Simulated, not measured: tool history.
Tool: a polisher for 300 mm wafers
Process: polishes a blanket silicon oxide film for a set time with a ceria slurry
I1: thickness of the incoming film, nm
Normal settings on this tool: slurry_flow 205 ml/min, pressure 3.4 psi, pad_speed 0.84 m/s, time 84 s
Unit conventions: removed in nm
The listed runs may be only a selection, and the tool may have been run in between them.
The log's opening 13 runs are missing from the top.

{"run": 14, "day": 32.412, "slurry_flow": 250, "pressure": 4.3, "pad_speed": 0.84, "time": 84, "I1": 1647.5, "removed": 348.6}
{"run": 15, "day": 34.8, "slurry_flow": 205, "pressure": 3.9, "pad_speed": 0.6, "time": 84, "I1": 1668.2, "removed": 241.1}
{"run": 16, "day": 35.829, "slurry_flow": 205, "pressure": 3.4, "pad_speed": 0.84, "time": 84, "I1": 1636.7, "removed": 271.3}
{"run": 17, "day": 38.412, "slurry_flow": 205, "pressure": 3.4, "pad_speed": 0.84, "time": 84, "I1": 1644.4, "removed": 269.5}
{"run": 18, "day": 39.871, "slurry_flow": 260, "pressure": 3.4, "pad_speed": 0.6, "time": 84, "I1": 1620.5, "removed": 208.8}
{"run": 19, "day": 41.308, "slurry_flow": 175, "pressure": 3.4, "pad_speed": 0.84, "time": 84, "I1": 1642, "removed": 263.9}
{"run": 20, "day": 42.954, "slurry_flow": 205, "pressure": 2.5, "pad_speed": 0.84, "time": 84, "I1": 1632.1, "removed": 194.2}
{"day": 43.762, "done": "worn pad replaced by a new one"}
{"day": 45.683, "done": "slurry nozzle cleaned"}
{"run": 21, "day": 46.992, "slurry_flow": 205, "pressure": 3.4, "pad_speed": 0.84, "time": 84, "I1": 1628, "removed": 277.2}
{"run": 22, "day": 48.4, "slurry_flow": 260, "pressure": 2.4, "pad_speed": 0.58, "time": 105, "I1": 1649.4, "removed": 185.3}
{"run": 23, "day": 51.321, "slurry_flow": 235, "pressure": 3.4, "pad_speed": 1.02, "time": 84, "I1": 1618.9, "removed": 316.8}
{"run": 24, "day": 53.862, "slurry_flow": 240, "pressure": 2.8, "pad_speed": 0.7, "time": 111, "I1": 1652.9, "removed": 252.4}
{"run": 25, "day": 55.817, "slurry_flow": 155, "pressure": 3.4, "pad_speed": 0.84, "time": 98, "I1": 1637.9, "removed": 300.4}
{"run": 26, "day": 58.254, "slurry_flow": 205, "pressure": 3.4, "pad_speed": 0.98, "time": 84, "I1": 1652.4, "removed": 301}
{"run": 27, "day": 59.492, "slurry_flow": 205, "pressure": 2.8, "pad_speed": 0.84, "time": 84, "I1": 1639.6, "removed": 214}
{"run": 28, "day": 61.183, "slurry_flow": 230, "pressure": 3.4, "pad_speed": 0.66, "time": 84, "I1": 1648.7, "removed": 213}
{"day": 62.817, "done": "worn pad replaced by a new one"}
{"run": 29, "day": 63.1, "slurry_flow": 205, "pressure": 3.4, "pad_speed": 0.84, "time": 84, "I1": 1623.2, "removed": 292.4}
{"run": 30, "day": 64.633, "slurry_flow": 205, "pressure": 3.4, "pad_speed": 0.84, "time": 84, "I1": 1648.2, "removed": 286.5}
{"run": 31, "day": 65.662, "slurry_flow": 175, "pressure": 2.9, "pad_speed": 0.62, "time": 84, "I1": 1633.3, "removed": 187.3}
{"day": 66.492, "done": "slurry nozzle cleaned"}
{"run": 32, "day": 66.862, "slurry_flow": 205, "pressure": 3.4, "pad_speed": 0.84, "time": 84, "I1": 1620.3, "removed": 279.6}
{"run": 33, "day": 67.879, "slurry_flow": 150, "pressure": 3.4, "pad_speed": 0.84, "time": 84, "I1": 1632.9, "removed": 272.3}
{"day": 68.838, "done": "head pressure recalibrated"}
{"run": 34, "day": 70.25, "slurry_flow": 205, "pressure": 3.4, "pad_speed": 0.84, "time": 84, "I1": 1638.2, "removed": 279.8}
{"run": 35, "day": 71.546, "slurry_flow": 135, "pressure": 3.4, "pad_speed": 0.84, "time": 95, "I1": 1619.7, "removed": 299.8}
{"run": 36, "day": 74.162, "slurry_flow": 225, "pressure": 3.4, "pad_speed": 1, "time": 103, "I1": 1620.2, "removed": 396.8}

Here are 5 independent what-if runs from the current tool condition. What would each one return?
{"run": "A", "day": 74.179, "slurry_flow": 205, "pressure": 3.4, "pad_speed": 0.84, "time": 84, "I1": 1615, "removed": "?"}
{"run": "B", "day": 74.179, "slurry_flow": 205, "pressure": 2.4, "pad_speed": 0.84, "time": 55, "I1": 1615, "removed": "?"}
{"run": "C", "day": 74.179, "slurry_flow": 145, "pressure": 3.4, "pad_speed": 0.54, "time": 84, "I1": 1615, "removed": "?"}
{"run": "D", "day": 74.179, "slurry_flow": 150, "pressure": 2.5, "pad_speed": 1.12, "time": 77, "I1": 1615, "removed": "?"}
{"run": "E", "day": 74.179, "slurry_flow": 205, "pressure": 4.1, "pad_speed": 0.84, "time": 94, "I1": 1615, "removed": "?"}

run=A removed=270.3
run=B removed=124.9
run=C removed=183.2
run=D removed=226.4
run=E removed=364.8
What these runs would have given with no unlogged condition in the tool:
run=A removed=296.5
run=B removed=137
run=C removed=201
run=D removed=248.3
run=E removed=400.1

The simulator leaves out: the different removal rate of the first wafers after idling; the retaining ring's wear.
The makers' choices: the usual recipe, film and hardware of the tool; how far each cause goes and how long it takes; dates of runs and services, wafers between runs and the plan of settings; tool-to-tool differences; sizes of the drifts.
